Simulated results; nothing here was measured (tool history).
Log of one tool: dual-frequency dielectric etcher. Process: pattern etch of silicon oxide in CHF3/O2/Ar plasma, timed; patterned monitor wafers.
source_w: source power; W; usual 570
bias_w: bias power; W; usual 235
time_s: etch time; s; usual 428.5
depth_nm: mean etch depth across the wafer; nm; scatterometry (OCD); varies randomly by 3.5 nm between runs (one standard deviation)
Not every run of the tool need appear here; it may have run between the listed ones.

| run | day | source_w | bias_w | time_s | wafers since the last listed run | hours since the last wet clean | hours since the last source power generator calibration | hours since the last bias power generator calibration | hours since the last upper electrode change | hours since the gauge calibration | read-back reference wafer on the same gauge, depth_nm | depth_nm |
|---|---|---|---|---|---|---|---|---|---|---|---|---|
| 1 | 0.000 | 570 | 235 | 428.5 | 0 | 65.2 | 1517.3 | 948.4 | 4245.8 | 1986.6 | 778.9 | 917.5 |
|  | 1.450 | gauge calibrated |
| 2 | 2.679 | 570 | 235 | 428.5 | 168 | 129.5 | 1581.6 | 1012.7 | 4310.1 | 29.5 | 776.2 | 926.0 |
| 3 | 5.350 | 570 | 235 | 428.5 | 168 | 193.6 | 1645.7 | 1076.8 | 4374.2 | 93.6 | 777.3 | 928.8 |
| 4 | 7.492 | 570 | 235 | 428.5 | 134 | 245.0 | 1697.1 | 1128.2 | 4425.6 | 145.0 | 778.2 | 935.9 |
| 5 | 9.033 | 570 | 235 | 428.5 | 97 | 282.0 | 1734.1 | 1165.2 | 4462.6 | 182.0 | 778.1 | 939.9 |
| 6 | 11.338 | 570 | 235 | 428.5 | 145 | 337.3 | 1789.4 | 1220.5 | 4517.9 | 237.3 | 777.5 | 946.1 |
|  | 14.633 | wet clean of the chamber |
| 7 | 14.654 | 570 | 235 | 428.5 | 145 | 0.5 | 1869.0 | 1300.1 | 4597.5 | 316.9 | 777.5 | 914.9 |
| 8 | 15.788 | 470 | 259 | 428.5 | 71 | 27.7 | 1896.2 | 1327.3 | 4624.7 | 344.1 | 777.1 | 863.3 |
| 9 | 16.954 | 680 | 235 | 463.0 | 73 | 55.7 | 1924.2 | 1355.3 | 4652.7 | 372.1 | 777.4 | 1070.9 |
| 10 | 18.129 | 680 | 235 | 463.0 | 73 | 83.9 | 1952.4 | 1383.5 | 4680.9 | 400.3 | 778.5 | 1070.3 |
|  | 20.512 | source power generator calibrated |
| 11 | 20.879 | 500 | 235 | 316.0 | 162 | 149.9 | 8.8 | 1449.5 | 4746.9 | 466.3 | 778.4 | 642.3 |
| 12 | 21.946 | 570 | 235 | 428.5 | 67 | 175.5 | 34.4 | 1475.1 | 4772.5 | 491.9 | 777.6 | 921.8 |
|  | 22.408 | bias power generator calibrated |
| 13 | 23.354 | 570 | 185 | 428.5 | 78 | 209.3 | 68.2 | 22.7 | 4806.3 | 525.7 | 777.0 | 881.6 |
| 14 | 27.567 | 570 | 235 | 346.0 | 265 | 310.4 | 169.3 | 123.8 | 4907.4 | 626.8 | 777.1 | 759.5 |
| 15 | 28.796 | 680 | 235 | 463.0 | 77 | 339.9 | 198.8 | 153.3 | 4936.9 | 656.3 | 776.1 | 1082.9 |
|  | 30.633 | wet clean of the chamber |
| 16 | 30.654 | 570 | 235 | 428.5 | 54 | 0.5 | 243.4 | 197.9 | 4981.5 | 700.9 | 778.3 | 882.4 |
| 17 | 32.325 | 570 | 280 | 428.5 | 105 | 40.6 | 283.5 | 238.0 | 5021.6 | 741.0 | 776.5 | 923.3 |
|  | 35.375 | upper electrode replaced |
| 18 | 35.396 | 570 | 235 | 428.5 | 130 | 114.3 | 357.2 | 311.7 | 0.5 | 814.7 | 775.4 | 896.4 |
| 19 | 36.046 | 650 | 254 | 352.5 | 40 | 129.9 | 372.8 | 327.3 | 16.1 | 830.3 | 778.0 | 788.5 |
| 20 | 37.867 | 570 | 235 | 463.5 | 114 | 173.6 | 416.5 | 371.0 | 59.8 | 874.0 | 776.9 | 982.3 |
| 21 | 39.262 | 530 | 235 | 527.0 | 87 | 207.1 | 450.0 | 404.5 | 93.3 | 907.5 | 776.0 | 1085.0 |
| 22 | 41.488 | 500 | 235 | 428.5 | 140 | 260.5 | 503.4 | 457.9 | 146.7 | 960.9 | 776.2 | 868.0 |
| 23 | 43.954 | 690 | 213 | 428.5 | 155 | 319.7 | 562.6 | 517.1 | 205.9 | 1020.1 | 776.8 | 979.7 |
|  | 46.262 | wet clean of the chamber |
| 24 | 46.283 | 470 | 215 | 350.5 | 83 | 0.5 | 618.5 | 573.0 | 261.8 | 1076.0 | 778.3 | 661.1 |
| 25 | 47.504 | 570 | 235 | 428.5 | 76 | 29.8 | 647.8 | 602.3 | 291.1 | 1105.3 | 775.9 | 897.0 |
| 26 | 48.983 | 530 | 235 | 428.5 | 93 | 65.3 | 683.3 | 637.8 | 326.6 | 1140.8 | 776.8 | 875.4 |
| 27 | 50.579 | 570 | 235 | 428.5 | 100 | 103.6 | 721.6 | 676.1 | 364.9 | 1179.1 | 777.8 | 908.9 |
| 28 | 51.817 | 440 | 213 | 520.5 | 77 | 133.3 | 751.3 | 705.8 | 394.6 | 1208.8 | 776.2 | 974.6 |
| 29 | 53.633 | 570 | 235 | 428.5 | 114 | 176.9 | 794.9 | 749.4 | 438.2 | 1252.4 | 776.9 | 922.4 |
| 30 | 54.738 | 530 | 235 | 384.5 | 69 | 203.4 | 821.4 | 775.9 | 464.7 | 1278.9 | 777.5 | 800.3 |
| 31 | 56.896 | 450 | 235 | 428.5 | 135 | 255.2 | 873.2 | 827.7 | 516.5 | 1330.7 | 777.2 | 839.1 |

Forecast each of these 3 alternatives for the next run:
| A | 56.917 | 570 | 235 | 544.0 | 1 | 255.7 | 873.7 | 828.2 | 517.0 | 1331.2 | ? | ? |
| B | 56.917 | 690 | 201 | 395.5 | 1 | 255.7 | 873.7 | 828.2 | 517.0 | 1331.2 | ? | ? |
| C | 56.917 | 440 | 235 | 503.5 | 1 | 255.7 | 873.7 | 828.2 | 517.0 | 1331.2 | ? | ? |

| run | read-back reference wafer on the same gauge, depth_nm | depth_nm |
|---|---|---|
| A | 776.9 | 1179.9 |
| B | 776.9 | 900.2 |
| C | 776.9 | 983.7 |
The same runs, with their run-to-run variation unchanged, on a tool lacking any hidden condition would have given:
| run | depth_nm |
|---|---|
| A | 1140.6 |
| B | 870.2 |
| C | 951.0 |

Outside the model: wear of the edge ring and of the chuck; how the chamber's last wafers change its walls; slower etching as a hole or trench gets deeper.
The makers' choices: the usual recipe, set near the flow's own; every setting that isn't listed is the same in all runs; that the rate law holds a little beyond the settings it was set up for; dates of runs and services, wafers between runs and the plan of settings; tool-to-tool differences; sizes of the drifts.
